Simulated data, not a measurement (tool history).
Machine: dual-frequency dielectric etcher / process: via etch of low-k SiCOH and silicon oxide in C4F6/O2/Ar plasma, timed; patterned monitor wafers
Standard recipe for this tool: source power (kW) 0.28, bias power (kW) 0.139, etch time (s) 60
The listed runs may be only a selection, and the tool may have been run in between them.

run	day	source power (kW)	bias power (kW)	etch time (s)	read-back reference wafer on the same gauge, depth_nm	mean etch depth across the wafer (Å)
1	0	0.28	0.139	60	123	1117
2	1.462	0.28	0.117	60	123.1	1044
3	2.488	0.28	0.117	60	123	1043
4	3.083	0.28	0.117	60	123	1044
5	4.321	0.28	0.147	69	123	1301
6	5.754	0.28	0.139	60	123.1	1107
7	6.921	0.28	0.139	60	123.1	1111
8	7.504	0.28	0.139	60	123	1110
9	8.429	0.28	0.139	60	123	1109
# day 9.938: upper electrode replaced
10	9.958	0.28	0.139	60	123	1107
11	10.654	0.28	0.139	60	123	1106
12	12.017	0.34	0.109	51	123	894
# day 13.138: bias power generator calibrated
# day 14.275: wet clean of the chamber
13	14.296	0.28	0.15	71	123	1336
14	14.612	0.31	0.167	48.5	123	969
# day 15.758: source power generator calibrated
15	15.779	0.28	0.117	60	123	1031
16	16.621	0.28	0.107	60	123	999
# day 17.342: gauge calibrated
17	19.346	0.28	0.139	54	123.1	986
18	20.054	0.28	0.139	42.5	123	778
19	21.517	0.21	0.139	48.5	123	842
20	22.508	0.28	0.139	60	123	1097
21	23.633	0.28	0.139	60	123	1097
22	24.192	0.23	0.156	66	123	1215
23	25.275	0.24	0.168	76	123	1451

Below are 3 alternative next runs, each starting from the tool's condition after run 23. Predict each:
A	25.292	0.22	0.139	60	?	?
B	25.292	0.33	0.125	70	?	?
C	25.292	0.21	0.17	45.5	?	?

run	read-back reference wafer on the same gauge, depth_nm	mean etch depth across the wafer (Å)
A	123	1051
B	123	1275
C	123	854
Without the tool's hidden state the same runs would have given:
run	mean etch depth across the wafer (Å)
A	1056
B	1282
C	857

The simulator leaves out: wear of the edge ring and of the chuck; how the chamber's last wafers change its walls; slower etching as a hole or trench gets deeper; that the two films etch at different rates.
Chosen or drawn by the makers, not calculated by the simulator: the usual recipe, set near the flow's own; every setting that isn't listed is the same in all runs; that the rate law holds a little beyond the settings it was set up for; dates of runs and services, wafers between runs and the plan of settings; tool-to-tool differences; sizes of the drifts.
